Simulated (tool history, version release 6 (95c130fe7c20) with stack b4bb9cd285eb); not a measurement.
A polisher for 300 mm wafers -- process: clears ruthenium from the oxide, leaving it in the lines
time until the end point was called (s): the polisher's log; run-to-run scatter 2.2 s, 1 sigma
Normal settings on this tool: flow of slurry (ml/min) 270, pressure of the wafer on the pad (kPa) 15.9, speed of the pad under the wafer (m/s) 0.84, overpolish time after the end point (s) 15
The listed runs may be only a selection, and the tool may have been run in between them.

run    hour  flow of slurry (ml/min)  pressure of the wafer on the pad (kPa)  speed of the pad under the wafer (m/s)  overpolish time after the end point (s)  wafers since the last listed run  wafers polished on this pad  hours since the slurry nozzle was cleaned  hours since the head pressure was calibrated  incoming thickness of the incoming film, nm  time until the end point was called (s)
  1     0.0                      270                                    15.9                                    0.84                                       15                                 0                          390                                      824.3                                         582.0                                        139.7                                    100.6
       76.5  -- slurry nozzle cleaned
  2    98.2                      270                                    15.9                                    0.84                                       15                               709                         1099                                       21.7                                         680.2                                        137.9                                    102.3
  3   138.7                      270                                    15.9                                    0.84                                       15                               295                         1395                                       62.2                                         720.7                                        140.9                                    108.0
  4   226.8                      270                                    15.9                                    0.84                                       15                               642                         2037                                      150.3                                         808.8                                        139.3                                    103.1
      231.4  -- head pressure recalibrated
      243.8  -- worn pad replaced by a new one
  5   274.1                      270                                    15.9                                    0.68                                       15                               301                          221                                      197.6                                          42.7                                        142.6                                    140.7
  6   331.6                      270                                    15.9                                    0.62                                       15                               419                          640                                      255.1                                         100.2                                        137.3                                    146.7
  7   403.9                      270                                    15.9                                    0.62                                       15                               527                         1168                                      327.4                                         172.5                                        138.0                                    137.5
  8   482.8                      270                                    15.9                                    0.62                                       15                               575                         1744                                      406.3                                         251.4                                        142.2                                    142.6
      501.6  -- worn pad replaced by a new one
  9   520.1                      270                                    15.9                                    0.84                                       15                               242                          135                                      443.6                                         288.7                                        139.4                                    103.5
 10   579.9                      270                                    15.9                                    0.84                                       15                               436                          571                                      503.4                                         348.5                                        139.9                                    103.9
 11   632.3                      270                                    15.9                                    0.84                                       15                               382                          953                                      555.8                                         400.9                                        140.7                                    103.1
 12   679.7                      270                                    11.7                                    0.84                                       15                               345                         1299                                      603.2                                         448.3                                        140.4                                    138.2
 13   726.6                      270                                    20.7                                    0.84                                       10                               342                         1642                                      650.1                                         495.2                                        140.4                                     79.3
      784.6  -- worn pad replaced by a new one
 14   786.4                      305                                    14.5                                    0.98                                       23                               407                           12                                      709.9                                         555.0                                        137.5                                     94.3
      841.5  -- slurry nozzle cleaned
 15   871.4                      270                                    15.9                                    0.84                                       15                               612                          625                                       29.9                                         640.0                                        139.9                                    102.5
 16   947.8                      180                                    15.9                                    0.84                                       20                               557                         1183                                      106.3                                         716.4                                        141.0                                    104.6
      973.6  -- head pressure recalibrated
 17  1003.2                      270                                    17.9                                    0.84                                       18                               389                         1573                                      161.7                                          29.6                                        139.9                                     98.9
     1036.4  -- worn pad replaced by a new one
 18  1039.4                      270                                    15.9                                    0.84                                       15                               234                           21                                      197.9                                          65.8                                        140.2                                    107.5
 19  1129.6                      235                                    18.6                                    0.84                                       20                               658                          680                                      288.1                                         156.0                                        142.8                                     94.7
 20  1185.1                      270                                    17.2                                    0.68                                       15                               404                         1085                                      343.6                                         211.5                                        139.4                                    115.0
 21  1283.1                      205                                    15.9                                    0.84                                       22                               715                         1800                                      441.6                                         309.5                                        139.3                                    107.4
     1325.5  -- worn pad replaced by a new one
 22  1383.5                      270                                    15.9                                    0.84                                       15                               703                          423                                      542.0                                         409.9                                        137.5                                    101.6

Forecast each of these 4 alternatives for the next run:
  A  1384.0                      185                                    15.9                                    0.84                                       15                                 3                          426                                      542.5                                         410.4                                        140.5                                        ?
  B  1384.0                      180                                    15.9                                    0.84                                       12                                 3                          426                                      542.5                                         410.4                                        140.5                                        ?
  C  1384.0                      245                                    15.9                                    0.56                                       23                                 3                          426                                      542.5                                         410.4                                        140.5                                        ?
  D  1384.0                      270                                    10.3                                    0.84                                       19                                 3                          426                                      542.5                                         410.4                                        140.5                                        ?

run  time until the end point was called (s)
  A                                    107.4
  B                                    107.7
  C                                    151.8
  D                                    156.7
With the hidden condition removed and each run's random variation left untouched, the same runs would have given:
run  time until the end point was called (s)
  A                                    119.2
  B                                    119.5
  C                                    168.4
  D                                    173.8
